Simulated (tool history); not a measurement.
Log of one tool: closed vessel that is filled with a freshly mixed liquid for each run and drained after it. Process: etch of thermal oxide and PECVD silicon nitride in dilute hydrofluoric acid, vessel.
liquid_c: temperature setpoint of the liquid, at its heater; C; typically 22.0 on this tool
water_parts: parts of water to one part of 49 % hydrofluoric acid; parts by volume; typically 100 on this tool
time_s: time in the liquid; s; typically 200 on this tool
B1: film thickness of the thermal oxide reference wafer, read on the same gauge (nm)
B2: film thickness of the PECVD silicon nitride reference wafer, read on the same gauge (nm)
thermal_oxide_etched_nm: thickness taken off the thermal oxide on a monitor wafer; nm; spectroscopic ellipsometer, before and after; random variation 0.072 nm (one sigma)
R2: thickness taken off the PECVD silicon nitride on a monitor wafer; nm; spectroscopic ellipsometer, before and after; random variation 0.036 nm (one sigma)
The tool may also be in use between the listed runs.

run 1 day=0.000 | liquid_c=22.0 water_parts=100 time_s=200 | B1=150.02 B2=59.986 | thermal_oxide_etched_nm=7.83 R2=3.368
run 2 day=1.433 | liquid_c=22.0 water_parts=100 time_s=200 | B1=149.96 B2=60.021 | thermal_oxide_etched_nm=7.79 R2=3.428
run 3 day=2.175 | liquid_c=22.0 water_parts=135 time_s=120 | B1=150.00 B2=59.998 | thermal_oxide_etched_nm=3.39 R2=1.513
run 4 day=3.262 | liquid_c=22.0 water_parts=135 time_s=120 | B1=150.04 B2=60.047 | thermal_oxide_etched_nm=3.36 R2=1.510
run 5 day=7.725 | liquid_c=22.0 water_parts=135 time_s=120 | B1=150.01 B2=60.008 | thermal_oxide_etched_nm=3.34 R2=1.533
run 6 day=8.308 | liquid_c=25.0 water_parts=100 time_s=200 | B1=149.99 B2=59.988 | thermal_oxide_etched_nm=8.86 R2=4.266
run 7 day=9.333 | liquid_c=25.0 water_parts=100 time_s=200 | B1=150.03 B2=60.013 | thermal_oxide_etched_nm=8.86 R2=4.132
run 8 day=10.617 | liquid_c=25.0 water_parts=100 time_s=200 | B1=150.06 B2=59.977 | thermal_oxide_etched_nm=8.78 R2=4.168
run 9 day=12.054 | liquid_c=22.0 water_parts=100 time_s=295 | B1=150.01 B2=59.977 | thermal_oxide_etched_nm=11.48 R2=5.080
run 10 day=14.746 | liquid_c=22.0 water_parts=100 time_s=295 | B1=149.97 B2=60.002 | thermal_oxide_etched_nm=11.66 R2=5.151
run 11 day=15.258 | liquid_c=22.0 water_parts=100 time_s=200 | B1=149.98 B2=59.992 | thermal_oxide_etched_nm=7.85 R2=3.420
run 12 day=16.379 | liquid_c=22.0 water_parts=100 time_s=200 | B1=149.99 B2=59.973 | thermal_oxide_etched_nm=7.86 R2=3.442
run 13 day=17.146 | liquid_c=22.0 water_parts=100 time_s=310 | B1=150.03 B2=60.020 | thermal_oxide_etched_nm=12.17 R2=5.333
run 14 day=17.842 | liquid_c=24.5 water_parts=55 time_s=85 | B1=149.97 B2=60.026 | thermal_oxide_etched_nm=7.07 R2=3.126
run 15 day=19.225 | liquid_c=24.0 water_parts=75 time_s=295 | B1=149.99 B2=59.963 | thermal_oxide_etched_nm=17.27 R2=7.716
run 16 day=20.158 | liquid_c=22.0 water_parts=100 time_s=200 | B1=149.95 B2=60.001 | thermal_oxide_etched_nm=7.80 R2=3.431
run 17 day=20.662 | liquid_c=26.5 water_parts=120 time_s=160 | B1=150.00 B2=60.025 | thermal_oxide_etched_nm=6.11 R2=3.094
run 18 day=21.558 | liquid_c=20.5 water_parts=145 time_s=200 | B1=150.04 B2=60.013 | thermal_oxide_etched_nm=4.82 R2=2.162
run 19 day=22.950 | liquid_c=22.0 water_parts=100 time_s=155 | B1=150.00 B2=59.951 | thermal_oxide_etched_nm=5.99 R2=2.681
run 20 day=24.533 | liquid_c=23.5 water_parts=125 time_s=200 | B1=150.04 B2=60.011 | thermal_oxide_etched_nm=6.55 R2=3.061
run 21 day=25.542 | liquid_c=19.5 water_parts=80 time_s=260 | B1=150.06 B2=59.965 | thermal_oxide_etched_nm=11.84 R2=4.688
run 22 day=26.192 | liquid_c=24.5 water_parts=55 time_s=85 | B1=149.98 B2=60.027 | thermal_oxide_etched_nm=7.14 R2=3.079
run 23 day=26.725 | liquid_c=22.0 water_parts=100 time_s=200 | B1=149.97 B2=60.034 | thermal_oxide_etched_nm=7.79 R2=3.376
run 24 day=27.838 | liquid_c=20.0 water_parts=65 time_s=110 | B1=149.98 B2=59.997 | thermal_oxide_etched_nm=6.25 R2=2.467
run 25 day=28.967 | liquid_c=22.0 water_parts=100 time_s=200 | B1=149.97 B2=59.952 | thermal_oxide_etched_nm=7.79 R2=3.455

Not shown here: 4 entries made in the log between runs. Locate each between two listed runs and compare the hidden state at the listed run before it with the hidden state at the listed run after it:
In the gap between runs 1 and 2: gauge calibrated (day 0.088)
  both runs share identical hidden conditions
In the gap between runs 12 and 13: gauge calibrated (day 16.604)
  both runs share identical hidden conditions
In the gap between runs 14 and 15: thermometer replaced (day 18.912)
  both runs share identical hidden conditions
In the gap between runs 17 and 18: hydrofluoric acid flow meter replaced (day 21.279)
  both runs share identical hidden conditions

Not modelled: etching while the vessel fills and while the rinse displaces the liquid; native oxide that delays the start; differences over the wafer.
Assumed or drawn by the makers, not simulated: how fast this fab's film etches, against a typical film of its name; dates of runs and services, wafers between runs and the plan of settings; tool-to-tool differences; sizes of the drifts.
